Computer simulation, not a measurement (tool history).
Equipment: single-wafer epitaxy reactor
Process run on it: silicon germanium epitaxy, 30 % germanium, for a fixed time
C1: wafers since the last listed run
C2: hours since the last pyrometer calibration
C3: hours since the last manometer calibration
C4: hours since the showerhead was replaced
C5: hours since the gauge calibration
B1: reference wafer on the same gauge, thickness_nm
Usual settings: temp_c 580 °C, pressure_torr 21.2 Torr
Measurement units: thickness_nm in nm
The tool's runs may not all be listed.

run 1 hour=0 | temp_c=580 pressure_torr=21.2 | C1=0 C2=1500.7 C3=1853.4 C4=2775.6 C5=57.1 | B1=54.417 | thickness_nm=52.189
run 2 hour=7.6 | temp_c=580 pressure_torr=21.2 | C1=87 C2=1508.3 C3=1861 C4=2783.2 C5=64.7 | B1=54.402 | thickness_nm=52.1
run 3 hour=20.4 | temp_c=580 pressure_torr=21.2 | C1=146 C2=1521.1 C3=1873.8 C4=2796 C5=77.5 | B1=54.411 | thickness_nm=52.111
run 4 hour=29.3 | temp_c=580 pressure_torr=24.6 | C1=102 C2=1530 C3=1882.7 C4=2804.9 C5=86.4 | B1=54.413 | thickness_nm=55.514
run 5 hour=44.9 | temp_c=580 pressure_torr=24.6 | C1=178 C2=1545.6 C3=1898.3 C4=2820.5 C5=102 | B1=54.424 | thickness_nm=55.357
run 6 hour=53.8 | temp_c=580 pressure_torr=24.6 | C1=102 C2=1554.5 C3=1907.2 C4=2829.4 C5=110.9 | B1=54.393 | thickness_nm=55.378
run 7 hour=63.8 | temp_c=573 pressure_torr=21.2 | C1=114 C2=1564.5 C3=1917.2 C4=2839.4 C5=120.9 | B1=54.373 | thickness_nm=44.625
run 8 hour=75.3 | temp_c=573 pressure_torr=21.2 | C1=131 C2=1576 C3=1928.7 C4=2850.9 C5=132.4 | B1=54.413 | thickness_nm=44.812
run 9 hour=89 | temp_c=573 pressure_torr=21.2 | C1=157 C2=1589.7 C3=1942.4 C4=2864.6 C5=146.1 | B1=54.39 | thickness_nm=44.759
-- hour=113.5 showerhead replaced
run 10 hour=114 | temp_c=580 pressure_torr=21.2 | C1=194 C2=1614.7 C3=1967.4 C4=0.5 C5=171.1 | B1=54.394 | thickness_nm=52.107
run 11 hour=123.9 | temp_c=580 pressure_torr=21.2 | C1=113 C2=1624.6 C3=1977.3 C4=10.4 C5=181 | B1=54.398 | thickness_nm=52.107
run 12 hour=139.1 | temp_c=589 pressure_torr=19 | C1=174 C2=1639.8 C3=1992.5 C4=25.6 C5=196.2 | B1=54.398 | thickness_nm=60.304
run 13 hour=147.2 | temp_c=589 pressure_torr=19 | C1=92 C2=1647.9 C3=2000.6 C4=33.7 C5=204.3 | B1=54.41 | thickness_nm=60.308
run 14 hour=157.7 | temp_c=569 pressure_torr=22.9 | C1=120 C2=1658.4 C3=2011.1 C4=44.2 C5=214.8 | B1=54.425 | thickness_nm=42.341
run 15 hour=170.7 | temp_c=580 pressure_torr=21.2 | C1=149 C2=1671.4 C3=2024.1 C4=57.2 C5=227.8 | B1=54.41 | thickness_nm=52.149
run 16 hour=185.1 | temp_c=570 pressure_torr=21.2 | C1=165 C2=1685.8 C3=2038.5 C4=71.6 C5=242.2 | B1=54.399 | thickness_nm=41.98
run 17 hour=191.9 | temp_c=565 pressure_torr=24.4 | C1=77 C2=1692.6 C3=2045.3 C4=78.4 C5=249 | B1=54.403 | thickness_nm=39.799
-- hour=202.8 capacitance manometer re-zeroed and calibrated
run 18 hour=203.3 | temp_c=589 pressure_torr=19.5 | C1=38 C2=1704 C3=0.5 C4=89.8 C5=260.4 | B1=54.392 | thickness_nm=58.453
-- hour=215 pyrometer calibrated
run 19 hour=215.5 | temp_c=580 pressure_torr=21.2 | C1=48 C2=0.5 C3=12.7 C4=102 C5=272.6 | B1=54.379 | thickness_nm=45.197
run 20 hour=222.3 | temp_c=595 pressure_torr=21.2 | C1=77 C2=7.3 C3=19.5 C4=108.8 C5=279.4 | B1=54.42 | thickness_nm=62.326
run 21 hour=232.8 | temp_c=566 pressure_torr=17.4 | C1=120 C2=17.8 C3=30 C4=119.3 C5=289.9 | B1=54.423 | thickness_nm=30.55
run 22 hour=245.2 | temp_c=573 pressure_torr=16.8 | C1=142 C2=30.2 C3=42.4 C4=131.7 C5=302.3 | B1=54.394 | thickness_nm=35.337
run 23 hour=256.5 | temp_c=593 pressure_torr=23.7 | C1=129 C2=41.5 C3=53.7 C4=143 C5=313.6 | B1=54.414 | thickness_nm=63.202
-- hour=258.5 gauge calibrated
run 24 hour=262.7 | temp_c=593 pressure_torr=21.2 | C1=71 C2=47.7 C3=59.9 C4=149.2 C5=4.2 | B1=54.415 | thickness_nm=60.379
run 25 hour=314.8 | temp_c=586 pressure_torr=21.2 | C1=597 C2=99.8 C3=112 C4=201.3 C5=56.3 | B1=54.417 | thickness_nm=52.585
run 26 hour=326.6 | temp_c=580 pressure_torr=24.1 | C1=135 C2=111.6 C3=123.8 C4=213.1 C5=68.1 | B1=54.411 | thickness_nm=49.066
run 27 hour=340.9 | temp_c=580 pressure_torr=17.3 | C1=163 C2=125.9 C3=138.1 C4=227.4 C5=82.4 | B1=54.39 | thickness_nm=42.505

Below are 4 alternative next runs, each starting from the tool's condition after run 27. Predict each:
run A hour=341.3 | temp_c=580 pressure_torr=17.7 | C1=4 C2=126.3 C3=138.5 C4=227.8 C5=82.8 | B1=? | thickness_nm=?
run B hour=341.3 | temp_c=588 pressure_torr=21.2 | C1=4 C2=126.3 C3=138.5 C4=227.8 C5=82.8 | B1=? | thickness_nm=?
run C hour=341.3 | temp_c=566 pressure_torr=21.2 | C1=4 C2=126.3 C3=138.5 C4=227.8 C5=82.8 | B1=? | thickness_nm=?
run D hour=341.3 | temp_c=580 pressure_torr=25.2 | C1=4 C2=126.3 C3=138.5 C4=227.8 C5=82.8 | B1=? | thickness_nm=?

run=A B1=54.413 thickness_nm=43.087
run=B B1=54.413 thickness_nm=55.294
run=C B1=54.413 thickness_nm=34.11
run=D B1=54.413 thickness_nm=50.064
Without the tool's hidden state the same runs would have given:
run=A thickness_nm=42.586
run=B thickness_nm=54.665
run=C thickness_nm=33.697
run=D thickness_nm=49.482
